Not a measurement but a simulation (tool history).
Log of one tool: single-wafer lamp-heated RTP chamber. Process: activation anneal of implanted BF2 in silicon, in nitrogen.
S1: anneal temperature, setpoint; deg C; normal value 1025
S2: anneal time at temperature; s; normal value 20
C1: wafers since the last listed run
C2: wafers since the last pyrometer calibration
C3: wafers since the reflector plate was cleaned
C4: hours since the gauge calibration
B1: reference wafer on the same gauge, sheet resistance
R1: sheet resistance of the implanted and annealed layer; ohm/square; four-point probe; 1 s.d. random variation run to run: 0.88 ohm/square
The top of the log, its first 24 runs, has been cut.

run     day    S1  S2    C1    C2    C3     C4      B1      R1
 25  13.017  1025  20   164   275   776  387.6  284.94  298.49
 26  13.292  1003  26   142   417   918  394.2  284.82  309.32
     14.704  -- gauge calibrated
 27  15.525  1033  28  1157  1574  2075   19.7  285.07  281.05
 28  15.879   996  20   183  1758  2259   28.2  284.56  311.15
 29  16.225  1054  20   179  1937  2438   36.5  284.97  273.96
 30  16.733  1025  20   263  2200  2701   48.7  284.81   289.6
 31  17.304  1025  24   295  2496  2997   62.4  284.95  286.58
 32  17.642  1012  24   174  2671  3172   70.5  284.96  297.72
     18.596  -- pyrometer window cleaned and pyrometer calibrated
 33  18.617  1025  27   332    11  3504   93.9  285.06  292.34
 34  18.721  1025  20    53    65  3558   96.4  284.75  298.77
 35  19.433  1006  28   369   434  3928  113.5   285.2  304.02
 36  19.808  1035  11   194   628  4122  122.5  284.68  298.63
 37  20.092  1025  31   146   775  4269  129.3  284.79   284.5
 38  20.658  1011  32   293  1069  4562  142.9  285.31  294.73

3 options for the next run, each taken on its own from the tool as it stands now. Forecast them:
  A  20.675  1025  20   8  1077  4571  143.3   ?   ?
  B  20.675  1008  11   8  1077  4571  143.3   ?   ?
  C  20.675  1025   9   8  1077  4571  143.3   ?   ?

run      B1      R1
  A  285.17  292.98
  B  285.17  315.99
  C  285.17  307.91
With the hidden condition removed and each run's random variation left untouched, the same runs would have given:
run      R1
  A  299.65
  B  322.59
  C  313.96
